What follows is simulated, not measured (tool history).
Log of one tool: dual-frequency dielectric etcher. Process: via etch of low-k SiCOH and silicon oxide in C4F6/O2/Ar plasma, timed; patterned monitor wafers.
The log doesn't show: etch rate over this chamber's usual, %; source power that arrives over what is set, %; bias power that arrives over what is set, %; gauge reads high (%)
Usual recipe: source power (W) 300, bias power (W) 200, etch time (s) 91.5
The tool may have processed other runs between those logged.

run,hour,source power (W),bias power (W),etch time (s),wafers since the last listed run,hours since the last wet clean,hours since the last source power generator calibration,hours since the last bias power generator calibration,hours since the last upper electrode change,hours since the gauge calibration,"read-back reference wafer on the same gauge, depth_nm",mean etch depth across the wafer (nm)
1,0.0,300,217,103.0,0,53.1,4497.9,2044.0,4099.2,316.3,257.7,287.1
2,43.9,300,217,103.0,389,97.0,4541.8,2087.9,4143.1,360.2,257.9,283.5
3,74.1,300,217,103.0,267,127.2,4572.0,2118.1,4173.3,390.4,258.6,285.9
4,96.7,300,171,91.5,200,149.8,4594.6,2140.7,4195.9,413.0,257.9,242.3
5,116.0,300,171,91.5,171,169.1,4613.9,2160.0,4215.2,432.3,258.4,242.3
# hour 146.1: gauge calibrated
6,213.0,300,200,91.5,860,266.1,4710.9,2257.0,4312.2,66.9,257.7,252.2
7,227.0,300,200,91.5,124,280.1,4724.9,2271.0,4326.2,80.9,257.7,252.3
# hour 267.3: upper electrode replaced
8,267.8,250,169,91.5,149,320.9,4765.7,2311.8,0.5,121.7,257.6,235.4
9,282.0,250,169,91.5,125,335.1,4779.9,2326.0,14.7,135.9,257.6,234.9
10,296.9,250,169,91.5,132,350.0,4794.8,2340.9,29.6,150.8,258.0,236.6
11,319.6,300,200,91.5,201,372.7,4817.5,2363.6,52.3,173.5,257.7,254.8
# hour 360.9: wet clean of the chamber
12,412.2,300,200,91.5,608,51.3,4910.1,2456.2,144.9,266.1,258.4,246.2
13,447.0,300,200,91.5,308,86.1,4944.9,2491.0,179.7,300.9,257.9,249.4

For run 14, what comes out?
# hour 467.2: bias power generator calibrated
14,469.1,240,239,106.0,160,108.2,4967.0,1.9,201.8,323.0,?,?

read-back reference wafer on the same gauge, depth_nm: 257.8
mean etch depth across the wafer (nm): 285.6
With the hidden condition absent and the run-to-run variation left alone, this run would have shown mean etch depth across the wafer (nm) 281.6.

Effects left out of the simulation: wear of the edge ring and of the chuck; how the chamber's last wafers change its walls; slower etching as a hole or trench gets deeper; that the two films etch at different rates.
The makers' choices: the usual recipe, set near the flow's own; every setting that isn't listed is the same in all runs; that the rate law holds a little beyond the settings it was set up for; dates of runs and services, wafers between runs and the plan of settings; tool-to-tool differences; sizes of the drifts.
